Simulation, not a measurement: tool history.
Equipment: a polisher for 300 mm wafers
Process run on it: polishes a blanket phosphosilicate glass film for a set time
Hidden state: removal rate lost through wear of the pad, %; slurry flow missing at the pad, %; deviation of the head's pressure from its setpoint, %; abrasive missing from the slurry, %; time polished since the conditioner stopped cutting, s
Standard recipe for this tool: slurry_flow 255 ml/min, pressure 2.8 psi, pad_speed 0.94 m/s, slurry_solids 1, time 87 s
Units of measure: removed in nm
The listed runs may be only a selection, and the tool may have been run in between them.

run,hour,slurry_flow,pressure,pad_speed,slurry_solids,time,wafers since the last listed run,wafers polished on this pad,hours since the slurry nozzle was cleaned,hours since the head pressure was calibrated,hours since the slurry blender was calibrated,hours since the conditioning disc was replaced,"incoming thickness of the incoming film, nm",removed
1,0,255,2.8,0.94,1,108,0,774,165.4,270.7,24.6,255.8,2662,800.3
2,19.5,255,2.8,0.94,1,87,162,936,184.9,290.2,44.1,275.3,2601.1,633.6
# hour 68.8: conditioning disc replaced and pad reconditioned
# hour 79.6: worn pad replaced by a new one
3,97.4,255,2.8,0.94,1,87,599,147,262.8,368.1,122,28.6,2680.6,700.8
# hour 105: head pressure recalibrated
4,118.3,255,2.8,0.94,1,87,157,305,283.7,13.3,142.9,49.5,2673.6,668.2
5,133.4,255,2.8,0.94,1,87,125,431,298.8,28.4,158,64.6,2648.7,682.1
6,159.7,255,2.8,0.94,1,87,219,650,325.1,54.7,184.3,90.9,2657.7,654.4
# hour 170.6: slurry blender recalibrated
7,190.9,255,2.8,0.94,1,87,243,893,356.3,85.9,20.3,122.1,2667.4,636.9
8,221.2,255,2.8,0.82,1.2,87,252,1146,386.6,116.2,50.6,152.4,2652,618.8
# hour 238.4: worn pad replaced by a new one
9,238.9,255,2.8,0.94,1,87,114,3,404.3,133.9,68.3,170.1,2674.3,635.4
10,250.8,255,2.8,0.94,1,87,99,102,416.2,145.8,80.2,182,2685.2,611.1
11,270.9,290,2.5,1.16,1.2,87,167,270,436.3,165.9,100.3,202.1,2649.7,677.8
12,306,255,1.8,0.94,1.3,87,292,562,471.4,201,135.4,237.2,2643.4,515
13,321,255,2.8,0.94,1.25,87,124,687,486.4,216,150.4,252.2,2655.8,642.4
14,350.6,255,2.3,0.94,1.3,87,246,934,516,245.6,180,281.8,2666.6,577.2
# hour 380.8: slurry blender recalibrated
15,383.6,280,2.8,1.14,1,87,258,1192,549,278.6,2.8,314.8,2682.1,660.5
# hour 397.5: slurry nozzle cleaned
16,402.9,255,3.6,0.68,1,115,152,1345,5.4,297.9,22.1,334.1,2647.2,872.9
17,415,255,2.8,0.94,1,87,100,1445,17.5,310,34.2,346.2,2668.1,628.2
# hour 430.9: conditioning disc replaced and pad reconditioned
# hour 452: worn pad replaced by a new one
18,452.5,255,3.5,0.94,0.7,87,262,4,55,347.5,71.7,21.6,2652.8,763.5
19,475.7,255,2.8,0.94,1,87,193,197,78.2,370.7,94.9,44.8,2635.2,694.6
20,492,255,2.8,0.94,1,78,135,333,94.5,387,111.2,61.1,2656.5,607.2
# hour 498.4: head pressure recalibrated
21,566.6,330,2.2,1.18,1,87,604,938,169.1,68.2,185.8,135.7,2679.2,660.2
# hour 586.4: slurry blender recalibrated
22,592.7,280,2.8,0.94,1,70,200,1139,195.2,94.3,6.3,161.8,2681.7,528.3
23,617.8,255,2.3,0.94,1,70,209,1348,220.3,119.4,31.4,186.9,2659.1,465.6
# hour 630.2: worn pad replaced by a new one
24,646.7,325,1.8,0.94,1.1,87,207,137,249.2,148.3,60.3,215.8,2658.1,540.4
25,664.8,255,2.8,0.94,1,87,150,288,267.3,166.4,78.4,233.9,2646.2,641.7
26,679.1,255,2.8,0.94,1.15,87,119,407,281.6,180.7,92.7,248.2,2640.1,656.4

Selected run-to-run steps in removed, each split into two signed amounts: the part the tool would show with no hidden state at all (from settings, incoming material and random variation), and the remainder, which goes to the hidden state together with any gauge scatter not common to the measured and the hidden-state-free results:
Run 2 -> 3: conditioning disc replaced and pad reconditioned, worn pad replaced by a new one. removed +67.2 nm: hidden state +56.5, all else +10.7.
Run 15 -> 16: slurry_flow 280 -> 255, pressure 2.8 -> 3.6, pad_speed 1.14 -> 0.68, time 87 -> 115, slurry nozzle cleaned. removed +212.4 nm: hidden state +35, all else +177.4.
Run 16 -> 17: pressure 3.6 -> 2.8, pad_speed 0.68 -> 0.94, time 115 -> 87. removed -244.7 nm: hidden state +37.7, all else -282.4.
Run 17 -> 18: pressure 2.8 -> 3.5, slurry_solids 1 -> 0.7, conditioning disc replaced and pad reconditioned, worn pad replaced by a new one. removed +135.3 nm: hidden state +67.4, all else +67.9.
